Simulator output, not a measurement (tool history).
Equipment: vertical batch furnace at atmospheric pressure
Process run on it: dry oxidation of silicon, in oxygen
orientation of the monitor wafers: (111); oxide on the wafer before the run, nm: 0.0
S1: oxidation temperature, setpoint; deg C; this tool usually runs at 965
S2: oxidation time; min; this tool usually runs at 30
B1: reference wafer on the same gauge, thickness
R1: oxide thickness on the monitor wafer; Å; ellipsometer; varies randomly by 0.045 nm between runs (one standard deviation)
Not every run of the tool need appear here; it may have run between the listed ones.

run	hour	S1	S2	B1	R1
1	0	951	30	31.49	262.8
2	15.7	951	30	31.47	263
3	27.3	975	30	31.46	321.5
# hour 34.2: gauge calibrated
4	39.1	975	30	31.7	324
5	49.5	975	30	31.69	322.4
6	59.8	965	30	31.66	297.6
7	107.4	965	30	31.63	297.4
8	118.8	965	30	31.61	297.6
9	126.9	965	30	31.62	297.7
# hour 170.2: boat lift adjusted
10	170.7	965	30	31.58	297.4
11	174.6	965	25	31.58	262.6
12	181.7	965	25	31.57	262.4
13	196.8	965	25	31.56	262.5
14	204	965	23	31.56	248.1
15	220.4	965	30	31.53	296.2
16	229.7	946	30	31.52	251.7
17	243.1	965	30	31.52	296
# hour 274.6: thermocouples replaced and temperature profile calibrated
18	275.1	965	30	31.49	296.6
19	279	957	21.5	31.49	220.9
20	283	980	16	31.49	219.2
21	287.5	965	34.5	31.47	326
# hour 297.7: gauge calibrated
22	301.3	974	16.5	31.67	214.5
23	318	977	30	31.65	327.1
24	328.6	951	34.5	31.64	290.3
25	345.4	945	16.5	31.62	166.9
26	357.9	975	30	31.6	321.7
27	368.7	952	30	31.61	266.1
28	385.5	943	19.5	31.59	183.9
29	398.9	950	18.5	31.58	188.5

Forecast each of these 3 alternatives for the next run:
A	403	965	44.5	?	?
B	403	989	19.5	?	?
C	403	957	22.5	?	?

run	B1	R1
A	31.58	389.1
B	31.58	269.9
C	31.58	229.3
Without the tool's unlogged condition, the same runs would have read:
run	R1
A	390.6
B	270.9
C	230.2
